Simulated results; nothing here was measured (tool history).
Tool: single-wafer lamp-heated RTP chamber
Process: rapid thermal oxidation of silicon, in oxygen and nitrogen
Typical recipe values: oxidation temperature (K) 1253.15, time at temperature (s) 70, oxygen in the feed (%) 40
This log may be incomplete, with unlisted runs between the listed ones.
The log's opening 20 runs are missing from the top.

| run | hour | oxidation temperature (K) | time at temperature (s) | oxygen in the feed (%) | wafers since the last listed run | wafers since the last pyrometer calibration | hours since the oxygen flow controller was replaced | hours since the gauge calibration | read-back reference wafer on the same gauge, thickness | oxide thickness on the monitor wafer (angstrom) |
|---|---|---|---|---|---|---|---|---|---|---|
| 21 | 493 | 1225.15 | 103 | 57 | 113 | 2791 | 6013.3 | 76.1 | 3.533 | 43.97 |
|  | 522.9 | pyrometer window cleaned and pyrometer calibrated |
| 22 | 526.7 | 1253.15 | 70 | 17 | 154 | 23 | 6047 | 109.8 | 3.548 | 32.56 |
|  | 549.8 | oxygen flow controller replaced |
| 23 | 550.3 | 1253.15 | 79 | 51 | 93 | 116 | 0.5 | 133.4 | 3.561 | 46.45 |
| 24 | 579.6 | 1224.15 | 93 | 40 | 176 | 293 | 29.8 | 162.7 | 3.565 | 37.96 |
| 25 | 607.7 | 1230.15 | 89 | 63 | 169 | 462 | 57.9 | 190.8 | 3.556 | 44.93 |
| 26 | 629.8 | 1253.15 | 70 | 40 | 132 | 595 | 80 | 212.9 | 3.558 | 41.27 |
| 27 | 645.7 | 1253.15 | 80 | 40 | 95 | 691 | 95.9 | 228.8 | 3.571 | 43.81 |
| 28 | 679.6 | 1238.15 | 81 | 40 | 203 | 895 | 129.8 | 262.7 | 3.575 | 39.47 |
| 29 | 695.3 | 1253.15 | 70 | 40 | 94 | 989 | 145.5 | 278.4 | 3.58 | 41.41 |
| 30 | 711.7 | 1276.15 | 89 | 62 | 98 | 1088 | 161.9 | 294.8 | 3.588 | 62.21 |
| 31 | 742.4 | 1240.15 | 56 | 29 | 184 | 1272 | 192.6 | 325.5 | 3.588 | 32.62 |
| 32 | 756.5 | 1282.15 | 70 | 40 | 84 | 1357 | 206.7 | 339.6 | 3.59 | 50.26 |
| 33 | 783.9 | 1273.15 | 70 | 40 | 164 | 1522 | 234.1 | 367 | 3.587 | 47.05 |
| 34 | 819.9 | 1253.15 | 70 | 40 | 216 | 1739 | 270.1 | 403 | 3.594 | 41.61 |
| 35 | 833 | 1262.15 | 45 | 64 | 78 | 1818 | 283.2 | 416.1 | 3.59 | 42.65 |
| 36 | 861.8 | 1240.15 | 57 | 26 | 173 | 1991 | 312 | 444.9 | 3.598 | 31.79 |

Here are 4 independent what-if runs from the current tool condition. What would each one return?
| A | 862.3 | 1253.15 | 70 | 40 | 3 | 1994 | 312.5 | 445.4 | ? | ? |
| B | 862.3 | 1283.15 | 58 | 40 | 3 | 1994 | 312.5 | 445.4 | ? | ? |
| C | 862.3 | 1272.15 | 70 | 40 | 3 | 1994 | 312.5 | 445.4 | ? | ? |
| D | 862.3 | 1241.15 | 101 | 30 | 3 | 1994 | 312.5 | 445.4 | ? | ? |

| run | read-back reference wafer on the same gauge, thickness | oxide thickness on the monitor wafer (angstrom) |
|---|---|---|
| A | 3.592 | 41.2 |
| B | 3.592 | 46.64 |
| C | 3.592 | 46.8 |
| D | 3.592 | 40.41 |
Take away the tool's hidden state, keep each run's random variation, and the runs would have read:
| run | oxide thickness on the monitor wafer (angstrom) |
|---|---|
| A | 40.24 |
| B | 45.55 |
| C | 45.71 |
| D | 39.47 |

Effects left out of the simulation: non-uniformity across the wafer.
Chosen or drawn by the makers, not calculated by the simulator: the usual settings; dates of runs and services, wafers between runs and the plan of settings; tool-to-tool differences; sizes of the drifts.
